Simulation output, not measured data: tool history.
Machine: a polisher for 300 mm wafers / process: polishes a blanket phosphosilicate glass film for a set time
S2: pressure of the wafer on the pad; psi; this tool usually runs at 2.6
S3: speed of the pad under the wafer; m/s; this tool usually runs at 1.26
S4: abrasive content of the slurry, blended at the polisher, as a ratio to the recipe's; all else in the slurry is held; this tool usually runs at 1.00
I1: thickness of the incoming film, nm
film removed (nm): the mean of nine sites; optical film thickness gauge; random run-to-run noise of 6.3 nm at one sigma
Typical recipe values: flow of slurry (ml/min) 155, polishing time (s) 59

Run 1, hour 0.0: usual settings; I1 1949.8. Result: film removed (nm) 460.1.
At hour 68.3: worn pad replaced by a new one.
Run 2, hour 68.8: usual settings; I1 1932.8. Result: film removed (nm) 461.5.
Run 3, hour 113.4: usual settings; I1 1962.4. Result: film removed (nm) 461.9.
At hour 122.1: slurry blender recalibrated.
Run 4, hour 162.6: usual settings; I1 1980.3. Result: film removed (nm) 450.5.
Run 5, hour 197.6: usual settings but S2 1.7 psi, S3 1.64 m/s, S4 1.10, polishing time (s) 73; I1 1963.9. Result: film removed (nm) 528.3.
Run 6, hour 234.7: usual settings; I1 1988.7. Result: film removed (nm) 455.1.
Run 7, hour 295.2: usual settings but polishing time (s) 51; I1 1968.9. Result: film removed (nm) 409.6.
At hour 318.6: head pressure recalibrated.
Run 8, hour 321.8: usual settings but S2 3.3 psi, S4 0.90, polishing time (s) 66; I1 1962.2. Result: film removed (nm) 580.2.
Run 9, hour 372.3: usual settings but S4 1.25; I1 1996.3. Result: film removed (nm) 474.7.
Run 10, hour 406.6: usual settings but flow of slurry (ml/min) 125, S2 2.2 psi; I1 1999.1. Result: film removed (nm) 371.1.
Run 11, hour 442.9: usual settings; I1 1954.9. Result: film removed (nm) 443.5.
At hour 463.5: conditioning disc replaced and pad reconditioned.
Run 12, hour 480.9: usual settings but flow of slurry (ml/min) 205, S2 2.3 psi, S3 0.98 m/s, polishing time (s) 68; I1 1990.3. Result: film removed (nm) 399.5.
At hour 510.8: worn pad replaced by a new one.
Run 13, hour 512.1: usual settings but S4 0.90; I1 1991.9. Result: film removed (nm) 437.9.
At hour 587.7: slurry nozzle cleaned.
At hour 602.2: slurry blender recalibrated.
Run 14, hour 620.5: usual settings but flow of slurry (ml/min) 200, S2 3.2 psi, S3 1.00 m/s; I1 1996.7. Result: film removed (nm) 448.6.
Run 15, hour 823.2: usual settings but polishing time (s) 39; I1 1930.8. Result: film removed (nm) 304.8.
Run 16, hour 864.9: usual settings but flow of slurry (ml/min) 115, S2 2.0 psi, S3 1.56 m/s, S4 1.25; I1 1992.4. Result: film removed (nm) 458.4.
At hour 897.9: conditioning disc replaced and pad reconditioned.
Run 17, hour 929.1: usual settings but flow of slurry (ml/min) 180; I1 1960.9. Result: film removed (nm) 477.3.
At hour 970.9: head pressure recalibrated.
Run 18, hour 979.0: usual settings but S2 2.0 psi, S3 1.54 m/s, S4 1.20, polishing time (s) 50; I1 1980.3. Result: film removed (nm) 368.3.
At hour 992.2: worn pad replaced by a new one.
At hour 993.1: slurry blender recalibrated.
Run 19, hour 1014.5: usual settings but flow of slurry (ml/min) 180; I1 2006.6. Result: film removed (nm) 451.5.
Run 20, hour 1083.5: usual settings but polishing time (s) 79; I1 1960.4. Result: film removed (nm) 586.6.
Run 21, hour 1140.7: usual settings but S2 2.0 psi; I1 2004.5. Result: film removed (nm) 361.9.
At hour 1243.0: slurry nozzle cleaned.
At hour 1334.3: conditioning disc replaced and pad reconditioned.
Run 22, hour 1346.0: usual settings but S2 3.0 psi; I1 1946.4. Result: film removed (nm) 505.7.
Run 23, hour 1391.6: usual settings but polishing time (s) 43; I1 1979.3. Result: film removed (nm) 332.8.
At hour 1399.9: slurry blender recalibrated.
Run 24, hour 1446.4: usual settings but flow of slurry (ml/min) 185; I1 1936.1. Result: film removed (nm) 458.9.

Below are 5 alternative next runs, each starting from the tool's condition after run 24. Predict each:
Run A, hour 1446.8: usual settings; I1 1962.5. Result: film removed (nm) ?.
Run B, hour 1446.8: usual settings but flow of slurry (ml/min) 120, S2 3.4 psi; I1 1962.5. Result: film removed (nm) ?.
Run C, hour 1446.8: usual settings but flow of slurry (ml/min) 105, S3 0.94 m/s, polishing time (s) 53; I1 1962.5. Result: film removed (nm) ?.
Run D, hour 1446.8: usual settings but S2 2.1 psi, S3 0.86 m/s; I1 1962.5. Result: film removed (nm) ?.
Run E, hour 1446.8: usual settings but S2 1.8 psi, polishing time (s) 38; I1 1962.5. Result: film removed (nm) ?.

run  film removed (nm)
  A              454.0
  B              544.6
  C              301.5
  D              281.8
  E              218.8
Take away the tool's hidden state, keep each run's random variation, and the runs would have read:
run  film removed (nm)
  A              438.1
  B              525.6
  C              290.9
  D              272.0
  E              211.1
